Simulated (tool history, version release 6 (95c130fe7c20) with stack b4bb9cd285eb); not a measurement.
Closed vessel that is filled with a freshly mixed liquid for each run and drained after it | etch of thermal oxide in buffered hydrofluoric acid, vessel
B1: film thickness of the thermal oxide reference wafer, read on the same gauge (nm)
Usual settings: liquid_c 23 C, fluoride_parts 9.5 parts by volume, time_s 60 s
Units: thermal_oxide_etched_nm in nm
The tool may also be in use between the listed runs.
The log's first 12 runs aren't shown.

run 13 hour=701.3 | liquid_c=25.5 fluoride_parts=9.5 time_s=40 | B1=80 | thermal_oxide_etched_nm=49.83
-- hour=743.6 thermometer replaced
run 14 hour=759.7 | liquid_c=23 fluoride_parts=9.5 time_s=60 | B1=80.03 | thermal_oxide_etched_nm=68.28
run 15 hour=790.2 | liquid_c=19.5 fluoride_parts=8 time_s=85 | B1=79.97 | thermal_oxide_etched_nm=95.73
run 16 hour=928.2 | liquid_c=23 fluoride_parts=9.5 time_s=60 | B1=79.99 | thermal_oxide_etched_nm=67.8
run 17 hour=998.4 | liquid_c=21.5 fluoride_parts=13 time_s=35 | B1=80 | thermal_oxide_etched_nm=27.58
run 18 hour=1051.9 | liquid_c=26 fluoride_parts=7 time_s=85 | B1=80.02 | thermal_oxide_etched_nm=156.23
run 19 hour=1111.6 | liquid_c=21.5 fluoride_parts=9.5 time_s=60 | B1=79.99 | thermal_oxide_etched_nm=62.01
-- hour=1136.6 gauge calibrated
run 20 hour=1142.4 | liquid_c=23 fluoride_parts=9.5 time_s=60 | B1=80.04 | thermal_oxide_etched_nm=68.61
run 21 hour=1211.4 | liquid_c=23 fluoride_parts=12 time_s=60 | B1=80.01 | thermal_oxide_etched_nm=56.36
run 22 hour=1253.1 | liquid_c=25.5 fluoride_parts=11.5 time_s=60 | B1=80.01 | thermal_oxide_etched_nm=67.72
-- hour=1290.2 hydrofluoric acid flow meter replaced
run 23 hour=1290.7 | liquid_c=27.5 fluoride_parts=12 time_s=40 | B1=80.01 | thermal_oxide_etched_nm=43.71
-- hour=1335.5 thermometer replaced
run 24 hour=1353.9 | liquid_c=18.5 fluoride_parts=7 time_s=95 | B1=80 | thermal_oxide_etched_nm=112.37
run 25 hour=1423 | liquid_c=23 fluoride_parts=9.5 time_s=45 | B1=79.99 | thermal_oxide_etched_nm=49.77
run 26 hour=1562.4 | liquid_c=23 fluoride_parts=9.5 time_s=60 | B1=79.99 | thermal_oxide_etched_nm=66.8
run 27 hour=1614.7 | liquid_c=19.5 fluoride_parts=9.5 time_s=60 | B1=79.98 | thermal_oxide_etched_nm=54.63
run 28 hour=1641.3 | liquid_c=23 fluoride_parts=11 time_s=70 | B1=80 | thermal_oxide_etched_nm=69.95
run 29 hour=1689.5 | liquid_c=23 fluoride_parts=9.5 time_s=85 | B1=80.05 | thermal_oxide_etched_nm=92.68
run 30 hour=1756.3 | liquid_c=23 fluoride_parts=5.5 time_s=60 | B1=79.97 | thermal_oxide_etched_nm=109.56
run 31 hour=1811 | liquid_c=23 fluoride_parts=9.5 time_s=60 | B1=79.99 | thermal_oxide_etched_nm=66.09
run 32 hour=1841 | liquid_c=23 fluoride_parts=13.5 time_s=60 | B1=79.98 | thermal_oxide_etched_nm=48.35
run 33 hour=1881.1 | liquid_c=25 fluoride_parts=9.5 time_s=60 | B1=79.98 | thermal_oxide_etched_nm=73.34
run 34 hour=1916 | liquid_c=27.5 fluoride_parts=12 time_s=60 | B1=80.01 | thermal_oxide_etched_nm=70.01

3 ways to go on from here, each from the tool as it stands after run 34. What would each give?
run A hour=1916.7 | liquid_c=20.5 fluoride_parts=9.5 time_s=60 | B1=? | thermal_oxide_etched_nm=?
run B hour=1916.7 | liquid_c=18 fluoride_parts=11.5 time_s=35 | B1=? | thermal_oxide_etched_nm=?
run C hour=1916.7 | liquid_c=20.5 fluoride_parts=9.5 time_s=85 | B1=? | thermal_oxide_etched_nm=?

run=A B1=80.02 thermal_oxide_etched_nm=57.56
run=B B1=80.02 thermal_oxide_etched_nm=25.06
run=C B1=80.02 thermal_oxide_etched_nm=81.54
Without the tool's hidden state the same runs would have given:
run=A thermal_oxide_etched_nm=58.63
run=B thermal_oxide_etched_nm=25.1
run=C thermal_oxide_etched_nm=83.07
